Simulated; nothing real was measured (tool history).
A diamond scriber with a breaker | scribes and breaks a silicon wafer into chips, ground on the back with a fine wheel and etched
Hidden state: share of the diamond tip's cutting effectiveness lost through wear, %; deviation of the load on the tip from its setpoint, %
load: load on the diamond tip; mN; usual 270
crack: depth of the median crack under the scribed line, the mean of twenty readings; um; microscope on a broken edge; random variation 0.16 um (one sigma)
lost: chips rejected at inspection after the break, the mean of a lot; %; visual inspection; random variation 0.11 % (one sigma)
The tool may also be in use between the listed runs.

run,hour,load,wafers since the last listed run,hours since the diamond tip was replaced,hours since the load on the tip was calibrated,"incoming depth of the damage left on the back of the incoming wafer, um",crack,lost
1,0.0,239,0,39.2,391.8,0.57,9.45,4.39
2,101.8,312,391,141.0,493.6,0.62,11.07,5.87
3,157.4,324,214,196.6,549.2,0.42,11.16,7.51
4,214.8,324,221,254.0,606.6,0.52,11.43,7.57
5,312.2,286,375,351.4,704.0,0.31,10.33,3.00
# hour 393.2: load on the tip recalibrated
6,412.8,286,379,452.0,19.6,0.34,10.39,2.87
7,471.8,286,227,511.0,78.6,0.45,10.48,2.94
8,535.0,270,243,574.2,141.8,0.72,9.79,2.28
9,612.8,270,299,652.0,219.6,0.39,10.17,2.29
# hour 643.7: diamond tip replaced by a new one
10,700.3,270,329,56.6,307.1,0.55,10.21,2.27
11,795.2,270,365,151.5,402.0,0.52,10.09,1.95
12,850.7,226,213,207.0,457.5,0.79,8.98,7.68
13,956.6,226,407,312.9,563.4,0.50,9.02,7.37
14,1002.5,226,176,358.8,609.3,0.33,8.85,7.10
15,1060.3,290,222,416.6,667.1,0.57,10.58,3.32
16,1121.1,290,234,477.4,727.9,0.59,10.51,3.37
# hour 1134.3: load on the tip recalibrated
17,1228.3,270,405,584.6,94.0,0.67,9.86,2.32
18,1283.6,270,212,639.9,149.3,0.44,10.44,2.17
19,1372.4,196,341,728.7,238.1,0.52,8.23,19.06
# hour 1384.8: diamond tip replaced by a new one
20,1440.9,270,256,56.1,306.6,0.35,10.02,2.26
21,1511.5,270,271,126.7,377.2,0.53,9.80,2.28
22,1576.7,191,251,191.9,442.4,0.52,8.05,21.19
23,1631.3,298,210,246.5,497.0,0.44,10.75,4.11
24,1690.6,209,228,305.8,556.3,0.33,8.40,12.29
25,1775.6,309,327,390.8,641.3,0.60,10.85,5.90
26,1856.1,270,309,471.3,721.8,0.30,10.16,2.29
27,1901.6,341,175,516.8,767.3,0.47,11.48,11.42
# hour 1967.7: load on the tip recalibrated
28,1998.6,286,365,613.8,30.9,0.73,10.43,2.78
29,2077.1,270,302,692.3,109.4,0.60,10.28,2.30
# hour 2084.9: diamond tip replaced by a new one
30,2137.6,327,225,52.7,169.9,0.75,11.28,7.80
31,2196.7,249,227,111.8,229.0,0.73,9.70,3.30
32,2273.3,350,294,188.4,305.6,0.52,11.88,12.58
33,2490.0,331,834,405.1,522.3,0.54,11.72,8.42
34,2585.7,248,368,500.8,618.0,0.71,9.46,3.81
35,2637.1,311,197,552.2,669.4,0.33,10.99,5.92
# hour 2694.4: load on the tip recalibrated
# hour 2714.0: diamond tip replaced by a new one
36,2739.6,246,379,25.6,45.2,0.55,9.49,3.57
37,2833.0,242,359,119.0,138.6,0.49,9.37,4.09
38,2904.2,318,274,190.2,209.8,0.44,11.29,6.52
39,2966.8,301,241,252.8,272.4,0.66,10.58,4.37
40,3041.3,319,286,327.3,346.9,0.55,11.32,6.69
41,3126.1,270,326,412.1,431.7,0.72,10.30,2.21
42,3208.3,297,316,494.3,513.9,0.41,10.36,3.73

How the hidden state differs across the entries between the runs, from the last listed run before each to the first after it:
Between runs 5 and 6: load on the tip recalibrated (hour 393.2)
  no hidden state differs between the two runs
Between runs 9 and 10: diamond tip replaced by a new one (hour 643.7)
  no hidden state differs between the two runs
Between runs 16 and 17: load on the tip recalibrated (hour 1134.3)
  no hidden state differs between the two runs
Between runs 19 and 20: diamond tip replaced by a new one (hour 1384.8)
  no hidden state differs between the two runs
Between runs 27 and 28: load on the tip recalibrated (hour 1967.7)
  no hidden state differs between the two runs
Between runs 29 and 30: diamond tip replaced by a new one (hour 2084.9)
  no hidden state differs between the two runs
Between runs 35 and 36: load on the tip recalibrated (hour 2694.4); diamond tip replaced by a new one (hour 2714.0)
  no hidden state differs between the two runs
